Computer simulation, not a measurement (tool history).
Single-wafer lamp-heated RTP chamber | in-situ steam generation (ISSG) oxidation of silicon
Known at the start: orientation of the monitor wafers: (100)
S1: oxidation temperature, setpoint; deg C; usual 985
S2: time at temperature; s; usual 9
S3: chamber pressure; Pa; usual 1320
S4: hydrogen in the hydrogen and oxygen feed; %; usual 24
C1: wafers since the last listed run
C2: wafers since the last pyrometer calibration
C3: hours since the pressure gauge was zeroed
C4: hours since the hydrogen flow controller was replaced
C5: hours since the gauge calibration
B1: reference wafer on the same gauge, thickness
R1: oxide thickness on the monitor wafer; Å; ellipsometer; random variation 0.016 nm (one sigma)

| run | day | S1 | S2 | S3 | S4 | C1 | C2 | C3 | C4 | C5 | B1 | R1 |
|---|---|---|---|---|---|---|---|---|---|---|---|---|
| 1 | 0.000 | 985 | 7 | 1160 | 24 | 0 | 800 | 3973.5 | 3567.1 | 344.2 | 3.516 | 36.68 |
| 2 | 1.154 | 985 | 7 | 1160 | 24 | 184 | 985 | 4001.2 | 3594.8 | 371.9 | 3.505 | 36.55 |
| 3 | 1.979 | 985 | 7 | 1160 | 24 | 132 | 1117 | 4021.0 | 3614.6 | 391.7 | 3.510 | 36.57 |
| 4 | 2.592 | 985 | 9 | 1320 | 24 | 98 | 1215 | 4035.7 | 3629.3 | 406.4 | 3.508 | 39.70 |
| 5 | 3.992 | 985 | 10 | 1320 | 24 | 224 | 1440 | 4069.3 | 3662.9 | 440.0 | 3.518 | 41.33 |
| 6 | 5.492 | 985 | 10 | 1320 | 24 | 240 | 1680 | 4105.3 | 3698.9 | 476.0 | 3.514 | 41.37 |
| 7 | 6.196 | 985 | 10 | 1320 | 24 | 112 | 1793 | 4122.2 | 3715.8 | 492.9 | 3.512 | 41.31 |
| 8 | 7.283 | 985 | 9 | 1320 | 24 | 174 | 1967 | 4148.3 | 3741.9 | 519.0 | 3.507 | 39.77 |
| 9 | 11.700 | 985 | 9 | 1320 | 24 | 707 | 2675 | 4254.3 | 3847.9 | 625.0 | 3.508 | 40.03 |
| 10 | 12.217 | 985 | 9 | 1320 | 24 | 82 | 2758 | 4266.7 | 3860.3 | 637.4 | 3.507 | 40.00 |
| 11 | 13.658 | 985 | 9 | 1320 | 24 | 230 | 2989 | 4301.3 | 3894.9 | 672.0 | 3.513 | 40.56 |
| 12 | 15.079 | 985 | 9 | 1320 | 24 | 227 | 3216 | 4335.4 | 3929.0 | 706.1 | 3.511 | 39.94 |
| 13 | 16.271 | 995 | 12 | 1320 | 24 | 190 | 3407 | 4364.0 | 3957.6 | 734.7 | 3.510 | 47.02 |

Forecast run 14:
|  | 16.846 | hydrogen flow controller replaced |
| 14 | 17.242 | 968 | 6 | 1360 | 32 | 102 | 3509 | 4387.3 | 9.5 | 758.0 | ? | ? |

B1: 3.507
R1: 35.21 Å
Without the tool's hidden state the same run would have given R1 34.48 Å.
